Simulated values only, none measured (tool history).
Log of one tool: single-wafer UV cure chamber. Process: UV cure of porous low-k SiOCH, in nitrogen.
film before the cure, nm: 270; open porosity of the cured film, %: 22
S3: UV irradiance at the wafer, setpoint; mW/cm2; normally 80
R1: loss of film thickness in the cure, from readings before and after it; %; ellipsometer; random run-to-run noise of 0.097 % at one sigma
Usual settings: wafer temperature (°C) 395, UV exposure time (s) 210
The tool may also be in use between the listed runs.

run 1 hour=0 | wafer_temperature_(°C)=395 UV_exposure_time_(s)=210 S3=80 | R1=9.868
run 2 hour=90.9 | wafer_temperature_(°C)=395 UV_exposure_time_(s)=210 S3=80 | R1=9.913
run 3 hour=127.6 | wafer_temperature_(°C)=395 UV_exposure_time_(s)=210 S3=80 | R1=9.789
run 4 hour=234.5 | wafer_temperature_(°C)=395 UV_exposure_time_(s)=210 S3=80 | R1=9.883
run 5 hour=285.4 | wafer_temperature_(°C)=395 UV_exposure_time_(s)=210 S3=80 | R1=10.04
-- hour=364.4 quartz window cleaned
run 6 hour=383.4 | wafer_temperature_(°C)=395 UV_exposure_time_(s)=210 S3=80 | R1=9.733
run 7 hour=435.3 | wafer_temperature_(°C)=408 UV_exposure_time_(s)=210 S3=80 | R1=10.021
run 8 hour=510 | wafer_temperature_(°C)=408 UV_exposure_time_(s)=210 S3=80 | R1=10.035
-- hour=587.6 UV bulbs replaced
run 9 hour=599.3 | wafer_temperature_(°C)=395 UV_exposure_time_(s)=210 S3=80 | R1=9.429
run 10 hour=681.7 | wafer_temperature_(°C)=395 UV_exposure_time_(s)=210 S3=80 | R1=9.44
-- hour=696.4 quartz window cleaned
run 11 hour=765 | wafer_temperature_(°C)=395 UV_exposure_time_(s)=210 S3=80 | R1=9.356
-- hour=832.4 UV bulbs replaced, repeated, since the last time left the tool worse
run 12 hour=832.9 | wafer_temperature_(°C)=395 UV_exposure_time_(s)=175 S3=80 | R1=9.482
run 13 hour=907.2 | wafer_temperature_(°C)=395 UV_exposure_time_(s)=210 S3=80 | R1=10.301
run 14 hour=962.4 | wafer_temperature_(°C)=395 UV_exposure_time_(s)=245 S3=65 | R1=10.027
run 15 hour=1027.6 | wafer_temperature_(°C)=407 UV_exposure_time_(s)=210 S3=100 | R1=11.374
run 16 hour=1083 | wafer_temperature_(°C)=395 UV_exposure_time_(s)=210 S3=80 | R1=10.277
-- hour=1095.1 quartz window cleaned
run 17 hour=1163.1 | wafer_temperature_(°C)=402 UV_exposure_time_(s)=165 S3=92 | R1=9.772
run 18 hour=1226.2 | wafer_temperature_(°C)=379 UV_exposure_time_(s)=275 S3=104 | R1=12.199
run 19 hour=1268.5 | wafer_temperature_(°C)=413 UV_exposure_time_(s)=165 S3=61 | R1=8.35
run 20 hour=1339.2 | wafer_temperature_(°C)=395 UV_exposure_time_(s)=245 S3=65 | R1=9.786
-- hour=1415.7 quartz window cleaned
run 21 hour=1574.3 | wafer_temperature_(°C)=395 UV_exposure_time_(s)=210 S3=52 | R1=8.225
run 22 hour=1666.8 | wafer_temperature_(°C)=395 UV_exposure_time_(s)=135 S3=80 | R1=8.07
run 23 hour=1725.8 | wafer_temperature_(°C)=395 UV_exposure_time_(s)=250 S3=80 | R1=10.645
-- hour=1824.5 quartz window cleaned
run 24 hour=1825 | wafer_temperature_(°C)=395 UV_exposure_time_(s)=210 S3=80 | R1=9.986
run 25 hour=1873.6 | wafer_temperature_(°C)=383 UV_exposure_time_(s)=100 S3=109 | R1=8.005

Here are 5 independent what-if runs from the current tool condition. What would each one return?
run A hour=1874.1 | wafer_temperature_(°C)=395 UV_exposure_time_(s)=210 S3=80 | R1=?
run B hour=1874.1 | wafer_temperature_(°C)=389 UV_exposure_time_(s)=210 S3=80 | R1=?
run C hour=1874.1 | wafer_temperature_(°C)=383 UV_exposure_time_(s)=210 S3=80 | R1=?
run D hour=1874.1 | wafer_temperature_(°C)=395 UV_exposure_time_(s)=125 S3=62 | R1=?
run E hour=1874.1 | wafer_temperature_(°C)=395 UV_exposure_time_(s)=105 S3=67 | R1=?

run=A R1=9.706
run=B R1=9.607
run=C R1=9.506
run=D R1=6.592
run=E R1=6.225
Without the tool's unlogged condition, the same runs would have read:
run=A R1=10.212
run=B R1=10.112
run=C R1=10.01
run=D R1=7.056
run=E R1=6.681
